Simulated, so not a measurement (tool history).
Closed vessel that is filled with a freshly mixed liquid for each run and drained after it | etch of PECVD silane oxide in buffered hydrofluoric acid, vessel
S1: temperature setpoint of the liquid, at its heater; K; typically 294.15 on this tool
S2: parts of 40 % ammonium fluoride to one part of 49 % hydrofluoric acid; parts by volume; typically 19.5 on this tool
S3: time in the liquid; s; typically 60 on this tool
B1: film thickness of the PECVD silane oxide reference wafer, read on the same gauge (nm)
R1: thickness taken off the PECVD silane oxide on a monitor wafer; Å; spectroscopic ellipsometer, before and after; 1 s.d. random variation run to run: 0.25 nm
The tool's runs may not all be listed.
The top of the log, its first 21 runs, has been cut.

run    hour      S1    S2  S3     B1      R1
 22    1346  291.65  19.5  95  90.02    1067
 23  1409.7  297.15  14.5  30     90   615.6
 24  1458.7  291.65  19.5  60  89.99     687
 25  1490.9  291.15  25.5  80  90.01   734.5
     1547.5  -- thermometer replaced
 26    1548  290.15    13  75  90.03  1123.3
 27  1599.7  292.15  19.5  60     90   671.2
 28  1646.1  297.15  15.5  80     90  1479.9
 29  1670.8  298.65  25.5  30  89.99   400.3
 30  1698.7  298.15  21.5  45  90.01   656.9
 31  1750.8  294.15  14.5  30  89.99   508.6
 32  1819.3  294.15  19.5  60  90.03   764.7

Forecast each of these 4 alternatives for the next run:
  A  1820  294.15  19.5  30   ?   ?
  B  1820  299.15  19.5  60   ?   ?
  C  1820  297.65  15.5  40   ?   ?
  D  1820  290.65  26.5  50   ?   ?

run     B1     R1
  A  90.03  385.6
  B  90.03   1014
  C  90.03  781.3
  D  90.03  423.6
Take away the tool's hidden state, keep each run's random variation, and the runs would have read:
run     R1
  A  376.8
  B  991.8
  C  764.1
  D  413.8

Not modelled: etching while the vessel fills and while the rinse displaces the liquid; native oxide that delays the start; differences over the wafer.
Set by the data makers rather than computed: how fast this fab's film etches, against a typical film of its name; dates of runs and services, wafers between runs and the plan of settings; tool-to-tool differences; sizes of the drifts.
